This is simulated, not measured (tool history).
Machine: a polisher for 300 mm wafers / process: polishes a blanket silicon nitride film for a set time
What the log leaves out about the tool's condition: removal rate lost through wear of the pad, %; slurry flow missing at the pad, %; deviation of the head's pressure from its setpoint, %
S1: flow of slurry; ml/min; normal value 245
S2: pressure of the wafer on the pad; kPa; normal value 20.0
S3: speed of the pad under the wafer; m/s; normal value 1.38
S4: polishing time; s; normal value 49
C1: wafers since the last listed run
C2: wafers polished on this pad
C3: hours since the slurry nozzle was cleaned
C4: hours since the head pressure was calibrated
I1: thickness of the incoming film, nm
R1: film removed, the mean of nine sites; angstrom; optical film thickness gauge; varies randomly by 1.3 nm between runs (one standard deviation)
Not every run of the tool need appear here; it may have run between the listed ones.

run,hour,S1,S2,S3,S4,C1,C2,C3,C4,I1,R1
1,0.0,245,20.0,1.38,49,0,1364,52.1,667.0,830.9,832
2,107.2,245,20.0,1.38,49,1002,2367,159.3,774.2,818.4,814
# hour 202.9: worn pad replaced by a new one
3,211.9,245,20.0,1.38,49,942,84,264.0,878.9,820.8,829
4,316.9,245,20.0,1.38,57,982,1066,369.0,983.9,808.0,962
5,376.3,245,20.0,1.38,57,555,1622,428.4,1043.3,804.2,953
# hour 383.2: head pressure recalibrated
# hour 401.4: slurry nozzle cleaned
# hour 616.0: worn pad replaced by a new one
6,652.8,245,20.0,1.38,54,2521,344,251.4,269.6,826.9,942
7,716.6,245,20.0,1.12,49,596,941,315.2,333.4,824.3,735
8,781.8,245,20.0,1.12,49,609,1551,380.4,398.6,818.0,723
9,870.4,245,20.0,1.12,49,828,2380,469.0,487.2,828.0,713
10,935.9,245,20.0,1.38,61,612,2992,534.5,552.7,826.0,1030
# hour 951.7: slurry nozzle cleaned
11,993.9,245,20.0,1.38,49,533,3526,42.2,610.7,822.3,800
# hour 1004.0: worn pad replaced by a new one
12,1077.7,245,20.0,1.38,49,746,689,126.0,694.5,815.7,847
13,1170.9,170,14.5,1.60,35,871,1560,219.2,787.7,825.7,489
14,1227.5,245,20.0,1.38,49,529,2090,275.8,844.3,832.4,832
15,1309.7,180,20.0,1.76,39,768,2859,358.0,926.5,825.0,785
# hour 1350.2: worn pad replaced by a new one
16,1355.8,185,24.8,0.92,39,393,52,404.1,972.6,826.5,590
# hour 1436.5: head pressure recalibrated
17,1451.3,245,14.5,1.38,49,874,926,499.6,14.8,837.6,652
# hour 1482.0: slurry nozzle cleaned
18,1527.9,210,20.0,1.38,57,707,1633,45.9,91.4,829.6,1024
19,1582.6,245,20.0,1.38,49,511,2145,100.6,146.1,824.1,840
20,1688.5,330,22.1,1.76,36,990,3136,206.5,252.0,825.3,854
# hour 1744.8: worn pad replaced by a new one
21,1760.4,245,20.0,1.38,43,635,145,278.4,323.9,817.6,768
22,1798.1,245,20.0,1.38,49,352,498,316.1,361.6,824.5,896
23,1853.4,210,20.0,1.38,58,517,1015,371.4,416.9,829.9,1015
24,1906.1,320,20.0,1.62,49,492,1508,424.1,469.6,826.9,971

Run by run, hidden condition taken away, random variation retained:
run,R1
1,907
2,911
3,901
4,1072
5,1077
6,965
7,764
8,763
9,769
10,1129
11,888
12,898
13,530
14,914
15,879
16,638
17,664
18,1063
19,883
20,921
21,792
22,932
23,1071
24,1037
